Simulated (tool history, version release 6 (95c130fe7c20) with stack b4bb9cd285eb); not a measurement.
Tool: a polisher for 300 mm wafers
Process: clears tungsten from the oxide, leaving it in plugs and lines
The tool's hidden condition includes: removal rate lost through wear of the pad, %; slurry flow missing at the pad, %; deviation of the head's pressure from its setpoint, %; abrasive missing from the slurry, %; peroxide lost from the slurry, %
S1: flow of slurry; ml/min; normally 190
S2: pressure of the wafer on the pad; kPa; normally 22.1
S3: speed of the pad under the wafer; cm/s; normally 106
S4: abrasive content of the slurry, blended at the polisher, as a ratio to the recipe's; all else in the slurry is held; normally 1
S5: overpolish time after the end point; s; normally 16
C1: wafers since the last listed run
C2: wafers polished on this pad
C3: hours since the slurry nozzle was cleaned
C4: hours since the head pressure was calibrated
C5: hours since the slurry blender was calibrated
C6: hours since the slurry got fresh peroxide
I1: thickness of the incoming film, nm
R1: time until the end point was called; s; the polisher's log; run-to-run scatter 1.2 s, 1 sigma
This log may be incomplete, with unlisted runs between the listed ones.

run    hour   S1    S2   S3    S4  S5    C1    C2     C3      C4     C5     C6     I1     R1
  1       0  190  22.1  106     1  16     0  1450  575.3   725.7  283.6   75.6  374.4   89.3
  2      57  190  22.1  134     1  21   681  2132  632.3   782.7  340.6  132.6  370.1   71.1
       87.5  -- slurry blender recalibrated
       93.2  -- slurry nozzle cleaned
  3   136.3  160  22.1  126     1  16   912  3045   43.1     862   48.8  211.9  370.9   76.5
  4   226.1  160  22.1  126     1  16  1074  4119  132.9   951.8  138.6  301.7  371.5   75.8
  5   263.5  150  22.1  106     1  16   447  4566  170.3   989.2    176  339.1  371.9   90.9
      273.8  -- worn pad replaced by a new one
  6   314.9  150  22.1  106     1  16   566   492  221.7  1040.6  227.4  390.5  366.5   91.5
      323.9  -- slurry tank refilled with fresh slurry and peroxide
      408.1  -- slurry blender recalibrated
  7   612.6  170  22.1  106     1  16  3524  4017  519.4  1338.3  204.5  288.7  370.9   89.4
      639.9  -- worn pad replaced by a new one
      646.1  -- head pressure recalibrated
  8   661.4  170  22.1  106     1  16   511   232  568.2    15.3  253.3  337.5  369.6     83
  9   697.6  190  22.1  106     1  16   432   665  604.4    51.5  289.5  373.7  374.8   83.8
      744.4  -- slurry tank refilled with fresh slurry and peroxide
        809  -- slurry nozzle cleaned
 10   812.5  190  22.1  106     1  16  1350  2016    3.5   166.4  404.4   68.1  375.4   88.5
      823.5  -- slurry blender recalibrated
 11   916.5  235  22.1  106   0.8  10  1220  3236  107.5   270.4     93  172.1  373.3   89.7
     1004.1  -- worn pad replaced by a new one
 12  1011.5  190  22.1  106     1   6  1088    88  202.5   365.4    188  267.1  366.7   87.2
     1092.3  -- slurry tank refilled with fresh slurry and peroxide
 13    1100  190  22.1  106     1  16  1046  1135    291   453.9  276.5    7.7    367   86.4
     1155.9  -- slurry blender recalibrated
 14  1159.2  190  22.1  106     1  16   684  1819  350.2   513.1    3.3   66.9  370.3   86.6
 15  1260.9  155  27.6   72     1  16  1216  3036  451.9   614.8    105  168.6  372.8  117.6
 16  1357.7  250  28.3  106     1  12  1157  4193  548.7   711.6  201.8  265.4  367.4   73.8
     1401.1  -- worn pad replaced by a new one
 17  1432.4  190    20  106     1  16   845   374  623.4   786.3  276.5  340.1  370.3   94.2
     1441.5  -- slurry tank refilled with fresh slurry and peroxide
 18  1504.4  190  27.6  106     1  16   849  1223  695.4   858.3  348.5   62.9  374.4   78.2
     1543.6  -- slurry blender recalibrated
     1585.3  -- slurry nozzle cleaned
 19  1611.4  190  24.1  106   1.2  16  1243  2467   26.1   965.3   67.8  169.9  369.6   83.6
 20  1672.4  190  22.1  106     1  16   729  3197   87.1  1026.3  128.8  230.9  374.3   89.7
     1765.4  -- worn pad replaced by a new one
 21  1833.2  190  22.1   70  0.75  16  1875   811  247.9  1187.1  289.6  391.7  376.1  147.4

Each run again, without the hidden state but with its own random variation kept:
run     R1
  1   84.1
  2   66.9
  3   71.8
  4     71
  5   85.1
  6   85.5
  7   83.2
  8   82.1
  9   82.4
 10   85.7
 11   85.9
 12   82.9
 13   81.6
 14   81.5
 15  110.1
 16   68.8
 17   87.6
 18   72.5
 19   77.4
 20   82.9
 21  135.9
